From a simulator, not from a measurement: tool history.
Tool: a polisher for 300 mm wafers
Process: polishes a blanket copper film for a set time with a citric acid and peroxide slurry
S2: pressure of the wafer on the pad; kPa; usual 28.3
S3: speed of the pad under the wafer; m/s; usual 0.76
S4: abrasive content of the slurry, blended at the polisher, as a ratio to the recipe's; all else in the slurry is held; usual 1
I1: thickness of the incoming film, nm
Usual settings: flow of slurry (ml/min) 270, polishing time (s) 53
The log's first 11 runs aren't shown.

{"run": 12, "hour": 764.2, "flow of slurry (ml/min)": 270, "S2": 28.3, "S3": 0.76, "S4": 1, "polishing time (s)": 53, "I1": 843.8, "film removed (nm)": 130.7}
{"run": 13, "hour": 793.3, "flow of slurry (ml/min)": 270, "S2": 24.1, "S3": 0.6, "S4": 1, "polishing time (s)": 53, "I1": 835.2, "film removed (nm)": 97.3}
{"run": 14, "hour": 817.8, "flow of slurry (ml/min)": 205, "S2": 31, "S3": 0.92, "S4": 1, "polishing time (s)": 53, "I1": 822.8, "film removed (nm)": 156.6}
{"hour": 839.8, "done": "head pressure recalibrated"}
{"hour": 842.8, "done": "worn pad replaced by a new one"}
{"run": 15, "hour": 845.3, "flow of slurry (ml/min)": 175, "S2": 34.5, "S3": 0.68, "S4": 0.75, "polishing time (s)": 53, "I1": 823.6, "film removed (nm)": 134.6}
{"run": 16, "hour": 899.9, "flow of slurry (ml/min)": 210, "S2": 32.4, "S3": 0.76, "S4": 1.25, "polishing time (s)": 39, "I1": 842.3, "film removed (nm)": 119}
{"hour": 904.2, "done": "slurry blender recalibrated"}
{"run": 17, "hour": 944.1, "flow of slurry (ml/min)": 270, "S2": 28.3, "S3": 0.6, "S4": 1, "polishing time (s)": 36, "I1": 825.7, "film removed (nm)": 79.6}
{"run": 18, "hour": 992.2, "flow of slurry (ml/min)": 355, "S2": 20, "S3": 0.76, "S4": 1.15, "polishing time (s)": 53, "I1": 847.9, "film removed (nm)": 100.6}
{"run": 19, "hour": 1060.7, "flow of slurry (ml/min)": 270, "S2": 28.3, "S3": 0.76, "S4": 1, "polishing time (s)": 53, "I1": 841.7, "film removed (nm)": 131.3}
{"run": 20, "hour": 1093.9, "flow of slurry (ml/min)": 270, "S2": 28.3, "S3": 0.76, "S4": 1, "polishing time (s)": 53, "I1": 826.2, "film removed (nm)": 130.5}
{"run": 21, "hour": 1132.0, "flow of slurry (ml/min)": 270, "S2": 28.3, "S3": 0.76, "S4": 1, "polishing time (s)": 53, "I1": 835.3, "film removed (nm)": 130.6}
{"run": 22, "hour": 1172.4, "flow of slurry (ml/min)": 270, "S2": 28.3, "S3": 0.76, "S4": 1.1, "polishing time (s)": 37, "I1": 845.8, "film removed (nm)": 93.8}
{"hour": 1180.8, "done": "slurry nozzle cleaned"}
{"run": 23, "hour": 1217.6, "flow of slurry (ml/min)": 270, "S2": 28.3, "S3": 0.9, "S4": 1, "polishing time (s)": 53, "I1": 841.8, "film removed (nm)": 143.7}
{"hour": 1227.3, "done": "worn pad replaced by a new one"}
{"run": 24, "hour": 1322.1, "flow of slurry (ml/min)": 270, "S2": 28.3, "S3": 0.96, "S4": 1, "polishing time (s)": 40, "I1": 842.9, "film removed (nm)": 115.4}
{"run": 25, "hour": 1349.2, "flow of slurry (ml/min)": 270, "S2": 28.3, "S3": 0.76, "S4": 1.15, "polishing time (s)": 65, "I1": 852.1, "film removed (nm)": 169.1}
{"hour": 1363.6, "done": "slurry blender recalibrated"}
{"run": 26, "hour": 1532.1, "flow of slurry (ml/min)": 225, "S2": 28.3, "S3": 0.76, "S4": 1, "polishing time (s)": 53, "I1": 833.4, "film removed (nm)": 127.9}
{"hour": 1587.8, "done": "worn pad replaced by a new one"}
{"run": 27, "hour": 1597.7, "flow of slurry (ml/min)": 185, "S2": 28.3, "S3": 0.76, "S4": 0.85, "polishing time (s)": 36, "I1": 852.1, "film removed (nm)": 83.8}
{"run": 28, "hour": 1659.8, "flow of slurry (ml/min)": 270, "S2": 28.3, "S3": 0.76, "S4": 0.8, "polishing time (s)": 72, "I1": 842.1, "film removed (nm)": 172.9}
{"hour": 1666.9, "done": "slurry nozzle cleaned"}
{"run": 29, "hour": 1687.8, "flow of slurry (ml/min)": 175, "S2": 34.5, "S3": 0.68, "S4": 0.75, "polishing time (s)": 53, "I1": 823.4, "film removed (nm)": 131.2}
{"run": 30, "hour": 1752.4, "flow of slurry (ml/min)": 270, "S2": 37.2, "S3": 0.76, "S4": 1, "polishing time (s)": 71, "I1": 840.1, "film removed (nm)": 231.4}

4 ways to go on from here, each from the tool as it stands after run 30. What would each give?
{"run": "A", "hour": 1752.8, "flow of slurry (ml/min)": 270, "S2": 28.3, "S3": 0.76, "S4": 1, "polishing time (s)": 46, "I1": 849.1, "film removed (nm)": "?"}
{"run": "B", "hour": 1752.8, "flow of slurry (ml/min)": 345, "S2": 21.4, "S3": 0.92, "S4": 1.25, "polishing time (s)": 53, "I1": 849.1, "film removed (nm)": "?"}
{"run": "C", "hour": 1752.8, "flow of slurry (ml/min)": 270, "S2": 28.3, "S3": 0.76, "S4": 1.1, "polishing time (s)": 53, "I1": 849.1, "film removed (nm)": "?"}
{"run": "D", "hour": 1752.8, "flow of slurry (ml/min)": 205, "S2": 28.3, "S3": 0.84, "S4": 0.75, "polishing time (s)": 53, "I1": 849.1, "film removed (nm)": "?"}

run=A film_removed_(nm)=114.7
run=B film_removed_(nm)=123.2
run=C film_removed_(nm)=135.7
run=D film_removed_(nm)=124.5
Without the tool's hidden state the same runs would have given:
run=A film_removed_(nm)=118.1
run=B film_removed_(nm)=126.9
run=C film_removed_(nm)=139.8
run=D film_removed_(nm)=128.3
